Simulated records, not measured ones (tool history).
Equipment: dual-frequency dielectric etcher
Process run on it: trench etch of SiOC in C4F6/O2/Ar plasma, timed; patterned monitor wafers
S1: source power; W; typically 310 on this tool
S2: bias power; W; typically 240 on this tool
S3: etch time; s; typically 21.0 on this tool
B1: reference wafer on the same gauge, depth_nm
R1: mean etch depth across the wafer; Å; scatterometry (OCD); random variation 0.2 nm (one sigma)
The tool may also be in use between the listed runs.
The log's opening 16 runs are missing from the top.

run    hour   S1   S2    S3     B1     R1
     1057.3  -- gauge calibrated
 17  1111.1  310  240  25.0  40.09  543.5
 18  1186.6  390  240  17.0  40.15  405.5
 19  1262.0  250  217  19.0  40.10  375.3
 20  1337.0  310  240  21.0  40.13  467.3
     1386.0  -- wet clean of the chamber
 21  1397.2  330  240  24.5  40.13  534.9
 22  1496.8  310  240  25.5  40.16  542.0
 23  1588.8  390  281  21.0  40.12  527.0
 24  1653.9  240  270  14.5  40.12  307.4
 25  1731.7  270  197  22.5  40.11  428.0
 26  1826.5  310  194  21.0  40.05  414.9
 27  1877.1  310  240  21.0  40.03  462.9
 28  1949.1  310  240  21.0  40.15  466.5

Run 29 is up next; what results do you expect?
 29  2011.3  310  240  21.0   ?   ?

Run 29 produced B1 40.07, R1 469.2 Å.
Without the tool's hidden state the same run would have given R1 444.8 Å.
